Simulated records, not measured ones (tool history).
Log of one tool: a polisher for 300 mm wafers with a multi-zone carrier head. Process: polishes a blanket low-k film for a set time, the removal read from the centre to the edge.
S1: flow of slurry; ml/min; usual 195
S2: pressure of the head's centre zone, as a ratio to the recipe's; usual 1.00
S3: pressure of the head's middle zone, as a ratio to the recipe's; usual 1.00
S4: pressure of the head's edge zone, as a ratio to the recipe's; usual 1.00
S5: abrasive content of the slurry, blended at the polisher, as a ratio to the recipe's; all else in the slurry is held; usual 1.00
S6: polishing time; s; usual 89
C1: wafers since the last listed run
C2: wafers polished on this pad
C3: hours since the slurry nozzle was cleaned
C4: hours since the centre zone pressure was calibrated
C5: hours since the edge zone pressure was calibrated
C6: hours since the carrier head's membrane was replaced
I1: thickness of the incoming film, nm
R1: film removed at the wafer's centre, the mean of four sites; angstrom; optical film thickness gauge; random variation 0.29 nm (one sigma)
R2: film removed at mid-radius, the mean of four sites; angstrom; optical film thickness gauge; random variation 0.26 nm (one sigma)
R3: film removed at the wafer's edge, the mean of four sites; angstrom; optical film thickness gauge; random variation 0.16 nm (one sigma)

| run | hour | S1 | S2 | S3 | S4 | S5 | S6 | C1 | C2 | C3 | C4 | C5 | C6 | I1 | R1 | R2 | R3 |
|---|---|---|---|---|---|---|---|---|---|---|---|---|---|---|---|---|---|
| 1 | 0.0 | 195 | 1.00 | 1.00 | 1.00 | 1.00 | 89 | 0 | 865 | 517.3 | 246.5 | 244.3 | 41.4 | 626.6 | 203 | 203 | 200 |
|  | 35.8 | slurry nozzle cleaned |
| 2 | 98.6 | 220 | 1.00 | 1.10 | 1.00 | 1.00 | 103 | 1087 | 1952 | 62.8 | 345.1 | 342.9 | 140.0 | 614.3 | 240 | 258 | 236 |
| 3 | 170.7 | 150 | 0.95 | 1.00 | 1.00 | 1.00 | 72 | 803 | 2756 | 134.9 | 417.2 | 415.0 | 212.1 | 612.3 | 149 | 153 | 157 |
| 4 | 310.5 | 195 | 1.00 | 1.00 | 0.90 | 0.75 | 89 | 1557 | 4313 | 274.7 | 557.0 | 554.8 | 351.9 | 622.5 | 180 | 177 | 169 |
| 5 | 372.6 | 130 | 1.00 | 0.92 | 1.00 | 0.80 | 89 | 691 | 5005 | 336.8 | 619.1 | 616.9 | 414.0 | 615.7 | 165 | 156 | 171 |
| 6 | 411.5 | 195 | 1.04 | 1.07 | 1.03 | 1.00 | 78 | 433 | 5439 | 375.7 | 658.0 | 655.8 | 452.9 | 624.2 | 185 | 182 | 178 |
|  | 446.6 | centre zone pressure recalibrated |
| 7 | 454.8 | 195 | 1.05 | 1.07 | 0.91 | 1.25 | 89 | 460 | 5899 | 419.0 | 8.2 | 699.1 | 496.2 | 621.9 | 230 | 228 | 209 |
|  | 501.0 | worn pad replaced by a new one |
|  | 512.1 | carrier head's membrane replaced by a new one |
| 8 | 548.2 | 195 | 1.00 | 1.00 | 1.00 | 1.00 | 89 | 940 | 470 | 512.4 | 101.6 | 792.5 | 36.1 | 620.9 | 203 | 203 | 200 |
|  | 573.9 | slurry nozzle cleaned |
| 9 | 626.7 | 195 | 1.00 | 1.00 | 1.00 | 1.00 | 89 | 863 | 1333 | 52.8 | 180.1 | 871.0 | 114.6 | 622.7 | 200 | 200 | 200 |
| 10 | 694.6 | 195 | 1.00 | 1.00 | 1.00 | 1.00 | 89 | 756 | 2090 | 120.7 | 248.0 | 938.9 | 182.5 | 613.3 | 206 | 197 | 197 |
| 11 | 772.1 | 195 | 1.07 | 1.00 | 1.00 | 1.00 | 89 | 863 | 2953 | 198.2 | 325.5 | 1016.4 | 260.0 | 623.1 | 212 | 203 | 200 |
| 12 | 839.1 | 195 | 1.00 | 0.93 | 0.90 | 1.00 | 109 | 746 | 3700 | 265.2 | 392.5 | 1083.4 | 327.0 | 611.1 | 246 | 223 | 237 |
| 13 | 900.3 | 235 | 0.89 | 1.00 | 1.00 | 1.00 | 89 | 681 | 4382 | 326.4 | 453.7 | 1144.6 | 388.2 | 621.0 | 184 | 204 | 207 |
| 14 | 960.1 | 195 | 1.00 | 1.00 | 1.00 | 1.00 | 89 | 666 | 5048 | 386.2 | 513.5 | 1204.4 | 448.0 | 616.0 | 201 | 197 | 201 |
|  | 967.7 | edge zone pressure recalibrated |
|  | 969.6 | worn pad replaced by a new one |
|  | 992.0 | carrier head's membrane replaced by a new one |
| 15 | 1014.0 | 195 | 1.00 | 1.00 | 1.00 | 1.00 | 89 | 501 | 439 | 440.1 | 567.4 | 46.3 | 22.0 | 621.7 | 201 | 197 | 203 |

Forecast run 16:
|  | 1033.7 | slurry nozzle cleaned |
| 16 | 1054.2 | 195 | 1.00 | 1.00 | 1.00 | 1.00 | 89 | 436 | 875 | 20.5 | 607.6 | 86.5 | 62.2 | 616.7 | ? | ? | ? |

{"run 16": {"R1": 203, "R2": 202, "R3": 202}}
Without the tool's hidden state the same run would have given R1 203 angstrom, R2 202 angstrom, R3 202 angstrom.

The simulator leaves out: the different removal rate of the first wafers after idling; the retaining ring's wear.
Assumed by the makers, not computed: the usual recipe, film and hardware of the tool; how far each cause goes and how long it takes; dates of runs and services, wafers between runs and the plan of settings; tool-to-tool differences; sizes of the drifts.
